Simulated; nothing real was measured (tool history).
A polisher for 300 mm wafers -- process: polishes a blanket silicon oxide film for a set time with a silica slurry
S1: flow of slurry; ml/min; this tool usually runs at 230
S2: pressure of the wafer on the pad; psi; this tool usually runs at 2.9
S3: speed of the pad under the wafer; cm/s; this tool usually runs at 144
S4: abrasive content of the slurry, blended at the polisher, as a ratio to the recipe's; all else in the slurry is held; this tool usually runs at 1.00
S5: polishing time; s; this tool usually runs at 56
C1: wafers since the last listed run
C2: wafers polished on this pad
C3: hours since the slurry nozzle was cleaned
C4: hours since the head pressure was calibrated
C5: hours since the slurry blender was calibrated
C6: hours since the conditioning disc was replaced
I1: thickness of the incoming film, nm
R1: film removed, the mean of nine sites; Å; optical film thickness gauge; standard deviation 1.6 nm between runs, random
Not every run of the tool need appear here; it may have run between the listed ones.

run 1 hour=0.0 | S1=230 S2=2.9 S3=144 S4=1.00 S5=45 | C1=0 C2=2371 C3=234.7 C4=1023.3 C5=25.3 C6=352.5 | I1=1503.6 | R1=1212
-- hour=96.7 head pressure recalibrated
run 2 hour=101.0 | S1=230 S2=2.9 S3=144 S4=1.00 S5=45 | C1=1437 C2=3808 C3=335.7 C4=4.3 C5=126.3 C6=453.5 | I1=1472.3 | R1=1188
run 3 hour=254.4 | S1=230 S2=2.9 S3=144 S4=1.00 S5=56 | C1=2227 C2=6035 C3=489.1 C4=157.7 C5=279.7 C6=606.9 | I1=1486.7 | R1=1525
run 4 hour=303.0 | S1=290 S2=2.4 S3=144 S4=1.00 S5=56 | C1=705 C2=6741 C3=537.7 C4=206.3 C5=328.3 C6=655.5 | I1=1489.3 | R1=1338
-- hour=341.6 conditioning disc replaced and pad reconditioned
-- hour=346.7 slurry nozzle cleaned
-- hour=395.0 worn pad replaced by a new one
run 5 hour=410.8 | S1=290 S2=2.4 S3=144 S4=1.00 S5=56 | C1=1463 C2=229 C3=64.1 C4=314.1 C5=436.1 C6=69.2 | I1=1477.2 | R1=1342
run 6 hour=507.4 | S1=230 S2=2.4 S3=144 S4=1.00 S5=66 | C1=1402 C2=1632 C3=160.7 C4=410.7 C5=532.7 C6=165.8 | I1=1490.0 | R1=1526
run 7 hour=605.9 | S1=265 S2=2.9 S3=174 S4=1.00 S5=63 | C1=1429 C2=3062 C3=259.2 C4=509.2 C5=631.2 C6=264.3 | I1=1478.7 | R1=1966
run 8 hour=647.9 | S1=170 S2=3.7 S3=144 S4=1.20 S5=56 | C1=609 C2=3671 C3=301.2 C4=551.2 C5=673.2 C6=306.3 | I1=1475.2 | R1=1813
-- hour=663.3 slurry blender recalibrated
run 9 hour=731.4 | S1=170 S2=3.7 S3=144 S4=1.20 S5=56 | C1=1183 C2=4854 C3=384.7 C4=634.7 C5=68.1 C6=389.8 | I1=1498.4 | R1=1790
run 10 hour=776.6 | S1=205 S2=2.0 S3=144 S4=0.90 S5=40 | C1=656 C2=5511 C3=429.9 C4=679.9 C5=113.3 C6=435.0 | I1=1482.8 | R1=780
run 11 hour=865.2 | S1=230 S2=2.9 S3=110 S4=0.75 S5=63 | C1=1286 C2=6797 C3=518.5 C4=768.5 C5=201.9 C6=523.6 | I1=1464.8 | R1=1222
-- hour=884.1 conditioning disc replaced and pad reconditioned
-- hour=913.7 slurry nozzle cleaned
-- hour=940.6 worn pad replaced by a new one
run 12 hour=944.5 | S1=195 S2=2.9 S3=144 S4=1.00 S5=45 | C1=1049 C2=56 C3=30.8 C4=847.8 C5=281.2 C6=60.4 | I1=1462.8 | R1=1153
run 13 hour=1020.2 | S1=310 S2=2.9 S3=144 S4=1.00 S5=56 | C1=1098 C2=1155 C3=106.5 C4=923.5 C5=356.9 C6=136.1 | I1=1458.9 | R1=1538
run 14 hour=1075.8 | S1=230 S2=2.9 S3=144 S4=1.00 S5=56 | C1=807 C2=1962 C3=162.1 C4=979.1 C5=412.5 C6=191.7 | I1=1459.9 | R1=1504
run 15 hour=1170.4 | S1=230 S2=2.9 S3=144 S4=1.00 S5=56 | C1=1373 C2=3335 C3=256.7 C4=1073.7 C5=507.1 C6=286.3 | I1=1486.4 | R1=1482
run 16 hour=1213.4 | S1=305 S2=2.9 S3=144 S4=1.00 S5=43 | C1=624 C2=3960 C3=299.7 C4=1116.7 C5=550.1 C6=329.3 | I1=1501.1 | R1=1180
run 17 hour=1312.3 | S1=305 S2=2.9 S3=144 S4=1.00 S5=43 | C1=1435 C2=5395 C3=398.6 C4=1215.6 C5=649.0 C6=428.2 | I1=1487.4 | R1=1192
-- hour=1322.9 head pressure recalibrated
-- hour=1340.0 slurry blender recalibrated
run 18 hour=1365.0 | S1=230 S2=3.3 S3=144 S4=1.00 S5=56 | C1=707 C2=6102 C3=451.3 C4=42.1 C5=25.0 C6=480.9 | I1=1486.5 | R1=1644
-- hour=1502.3 worn pad replaced by a new one
run 19 hour=1502.8 | S1=230 S2=2.9 S3=144 S4=1.00 S5=56 | C1=1942 C2=6 C3=589.1 C4=179.9 C5=162.8 C6=618.7 | I1=1475.9 | R1=1459
run 20 hour=1548.1 | S1=280 S2=2.5 S3=184 S4=1.00 S5=56 | C1=657 C2=664 C3=634.4 C4=225.2 C5=208.1 C6=664.0 | I1=1466.9 | R1=1669
-- hour=1574.6 conditioning disc replaced and pad reconditioned
-- hour=1605.7 slurry nozzle cleaned
run 21 hour=1626.1 | S1=230 S2=2.9 S3=144 S4=1.00 S5=56 | C1=1088 C2=1753 C3=20.4 C4=303.2 C5=286.1 C6=51.5 | I1=1488.3 | R1=1484
run 22 hour=1715.1 | S1=170 S2=3.4 S3=144 S4=1.00 S5=56 | C1=1292 C2=3045 C3=109.4 C4=392.2 C5=375.1 C6=140.5 | I1=1480.1 | R1=1598
run 23 hour=1792.6 | S1=230 S2=2.0 S3=120 S4=1.25 S5=56 | C1=1125 C2=4170 C3=186.9 C4=469.7 C5=452.6 C6=218.0 | I1=1480.9 | R1=1094
run 24 hour=1844.1 | S1=230 S2=2.9 S3=144 S4=1.00 S5=47 | C1=747 C2=4918 C3=238.4 C4=521.2 C5=504.1 C6=269.5 | I1=1476.9 | R1=1240
run 25 hour=1899.4 | S1=310 S2=2.1 S3=166 S4=0.85 S5=56 | C1=802 C2=5721 C3=293.7 C4=576.5 C5=559.4 C6=324.8 | I1=1461.1 | R1=1303
-- hour=1927.7 slurry blender recalibrated
run 26 hour=1984.9 | S1=230 S2=2.9 S3=144 S4=1.00 S5=56 | C1=1212 C2=6933 C3=379.2 C4=662.0 C5=57.2 C6=410.3 | I1=1498.7 | R1=1490

Branching from run 26: 3 alternative next runs. What would each branch give?
run A hour=1985.3 | S1=230 S2=2.9 S3=144 S4=1.00 S5=56 | C1=5 C2=6939 C3=379.6 C4=662.4 C5=57.6 C6=410.7 | I1=1482.1 | R1=?
run B hour=1985.3 | S1=180 S2=2.9 S3=160 S4=1.00 S5=56 | C1=5 C2=6939 C3=379.6 C4=662.4 C5=57.6 C6=410.7 | I1=1482.1 | R1=?
run C hour=1985.3 | S1=260 S2=2.2 S3=144 S4=1.00 S5=42 | C1=5 C2=6939 C3=379.6 C4=662.4 C5=57.6 C6=410.7 | I1=1482.1 | R1=?

run=A R1=1470
run=B R1=1542
run=C R1=925
What these runs would have given with no unlogged condition in the tool:
run=A R1=1470
run=B R1=1542
run=C R1=925
